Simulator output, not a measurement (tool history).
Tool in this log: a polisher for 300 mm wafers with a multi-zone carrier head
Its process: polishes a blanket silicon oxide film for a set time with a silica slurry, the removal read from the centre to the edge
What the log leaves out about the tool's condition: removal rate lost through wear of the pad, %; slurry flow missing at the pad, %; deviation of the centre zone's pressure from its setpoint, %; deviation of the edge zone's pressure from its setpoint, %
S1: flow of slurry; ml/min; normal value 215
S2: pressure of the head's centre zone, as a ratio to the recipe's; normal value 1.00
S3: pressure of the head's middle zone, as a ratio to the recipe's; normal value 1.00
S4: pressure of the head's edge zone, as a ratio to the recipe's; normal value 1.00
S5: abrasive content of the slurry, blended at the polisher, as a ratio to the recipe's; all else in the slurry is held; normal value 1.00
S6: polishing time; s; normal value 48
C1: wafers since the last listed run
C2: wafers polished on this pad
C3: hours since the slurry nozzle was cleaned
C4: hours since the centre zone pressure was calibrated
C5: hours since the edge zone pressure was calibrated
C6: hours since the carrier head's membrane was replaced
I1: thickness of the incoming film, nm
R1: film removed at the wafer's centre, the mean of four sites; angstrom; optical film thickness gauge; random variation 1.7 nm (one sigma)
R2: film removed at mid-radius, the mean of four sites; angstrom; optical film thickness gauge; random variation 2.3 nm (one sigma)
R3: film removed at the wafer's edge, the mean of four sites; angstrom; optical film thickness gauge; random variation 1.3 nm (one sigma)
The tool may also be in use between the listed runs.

Run 1, hour 0.0: usual settings but S5 1.15; C1 0; C2 2934; C3 187.3; C4 883.2; C5 325.4; C6 120.5; I1 843.3. Result: R1 1513 angstrom, R2 1620 angstrom, R3 1563 angstrom.
At hour 7.4: worn pad replaced by a new one.
Run 2, hour 89.7: usual settings but S6 36 s; C1 946; C2 909; C3 277.0; C4 972.9; C5 415.1; C6 210.2; I1 848.4. Result: R1 1015 angstrom, R2 1078 angstrom, R3 1102 angstrom.
Run 3, hour 272.9: usual settings but S6 36 s; C1 2024; C2 2933; C3 460.2; C4 1156.1; C5 598.3; C6 393.4; I1 845.1. Result: R1 953 angstrom, R2 1043 angstrom, R3 1078 angstrom.
At hour 280.7: worn pad replaced by a new one.
Run 4, hour 335.0: usual settings; C1 641; C2 599; C3 522.3; C4 1218.2; C5 660.4; C6 455.5; I1 842.9. Result: R1 1254 angstrom, R2 1433 angstrom, R3 1449 angstrom.
Run 5, hour 383.9: usual settings; C1 540; C2 1139; C3 571.2; C4 1267.1; C5 709.3; C6 504.4; I1 831.9. Result: R1 1251 angstrom, R2 1444 angstrom, R3 1446 angstrom.
At hour 453.4: carrier head's membrane replaced by a new one.
Run 6, hour 465.3: usual settings but S3 1.07; C1 844; C2 1984; C3 652.6; C4 1348.5; C5 790.7; C6 11.9; I1 854.6. Result: R1 1223 angstrom, R2 1467 angstrom, R3 1425 angstrom.
Run 7, hour 519.9: usual settings but S3 1.07; C1 603; C2 2587; C3 707.2; C4 1403.1; C5 845.3; C6 66.5; I1 826.2. Result: R1 1208 angstrom, R2 1491 angstrom, R3 1412 angstrom.
At hour 575.4: edge zone pressure recalibrated.
Run 8, hour 611.7: usual settings but S3 1.07; C1 992; C2 3579; C3 799.0; C4 1494.9; C5 36.3; C6 158.3; I1 832.8. Result: R1 1182 angstrom, R2 1479 angstrom, R3 1409 angstrom.
At hour 616.5: worn pad replaced by a new one.
Run 9, hour 659.0: usual settings; C1 478; C2 469; C3 846.3; C4 1542.2; C5 83.6; C6 205.6; I1 833.9. Result: R1 1142 angstrom, R2 1356 angstrom, R3 1432 angstrom.
At hour 680.6: slurry nozzle cleaned.
At hour 686.8: centre zone pressure recalibrated.
Run 10, hour 705.0: usual settings but S5 1.15; C1 475; C2 944; C3 24.4; C4 18.2; C5 129.6; C6 251.6; I1 827.8. Result: R1 1599 angstrom, R2 1632 angstrom, R3 1600 angstrom.
Run 11, hour 807.2: usual settings but S1 280 ml/min, S6 57 s; C1 1129; C2 2073; C3 126.6; C4 120.4; C5 231.8; C6 353.8; I1 839.8. Result: R1 1832 angstrom, R2 1830 angstrom, R3 1812 angstrom.
Run 12, hour 854.4: usual settings; C1 521; C2 2595; C3 173.8; C4 167.6; C5 279.0; C6 401.0; I1 823.2. Result: R1 1457 angstrom, R2 1467 angstrom, R3 1452 angstrom.
At hour 940.9: worn pad replaced by a new one.
Run 13, hour 941.6: usual settings but S1 155 ml/min; C1 919; C2 8; C3 261.0; C4 254.8; C5 366.2; C6 488.2; I1 827.9. Result: R1 1324 angstrom, R2 1324 angstrom, R3 1369 angstrom.
At hour 980.9: carrier head's membrane replaced by a new one.
Run 14, hour 1046.0: usual settings; C1 1098; C2 1106; C3 365.4; C4 359.2; C5 470.6; C6 65.1; I1 841.2. Result: R1 1383 angstrom, R2 1431 angstrom, R3 1430 angstrom.
Run 15, hour 1119.3: usual settings but S3 0.97, S4 0.90, S5 0.80; C1 809; C2 1916; C3 438.7; C4 432.5; C5 543.9; C6 138.4; I1 849.3. Result: R1 1241 angstrom, R2 1220 angstrom, R3 1234 angstrom.
Run 16, hour 1164.9: usual settings but S1 240 ml/min, S2 1.06, S3 1.04, S5 1.20; C1 503; C2 2420; C3 484.3; C4 478.1; C5 589.5; C6 184.0; I1 836.0. Result: R1 1601 angstrom, R2 1630 angstrom, R3 1569 angstrom.
At hour 1225.5: worn pad replaced by a new one.
Run 17, hour 1260.1: usual settings but S1 285 ml/min, S2 1.12; C1 1007; C2 382; C3 579.5; C4 573.3; C5 684.7; C6 279.2; I1 854.7. Result: R1 1582 angstrom, R2 1500 angstrom, R3 1458 angstrom.
Run 18, hour 1318.0: usual settings but S3 0.97, S6 41 s; C1 639; C2 1022; C3 637.4; C4 631.2; C5 742.6; C6 337.1; I1 842.9. Result: R1 1138 angstrom, R2 1140 angstrom, R3 1217 angstrom.
Run 19, hour 1355.2: usual settings but S2 1.03; C1 411; C2 1433; C3 674.6; C4 668.4; C5 779.8; C6 374.3; I1 844.1. Result: R1 1356 angstrom, R2 1376 angstrom, R3 1409 angstrom.
Run 20, hour 1414.5: usual settings but S2 1.06, S3 1.07, S5 0.80; C1 655; C2 2088; C3 733.9; C4 727.7; C5 839.1; C6 433.6; I1 835.7. Result: R1 1236 angstrom, R2 1309 angstrom, R3 1266 angstrom.

Subtracting, for every run, the result it would have given without the tool's unlogged condition from the measured result gives the following. The same run-to-run variation enters both numbers; the gauge's scatter may not:
run    R1    R2    R3
  1  -146   -63   -44
  2  -129   -59   -44
  3  -176   -85   -63
  4  -254  -126   -91
  5  -273  -134   -96
  6  -295  -144  -100
  7  -311  -152  -103
  8  -336  -157  -107
  9  -341  -147  -111
 10   -10   -14   -10
 11   -43   -44   -32
 12   -65   -60   -44
 13  -128  -112   -79
 14  -125  -109   -78
 15  -131  -106   -77
 16  -164  -133   -93
 17  -158  -112   -80
 18  -163  -122   -93
 19  -202  -152  -110
 20  -196  -150  -102

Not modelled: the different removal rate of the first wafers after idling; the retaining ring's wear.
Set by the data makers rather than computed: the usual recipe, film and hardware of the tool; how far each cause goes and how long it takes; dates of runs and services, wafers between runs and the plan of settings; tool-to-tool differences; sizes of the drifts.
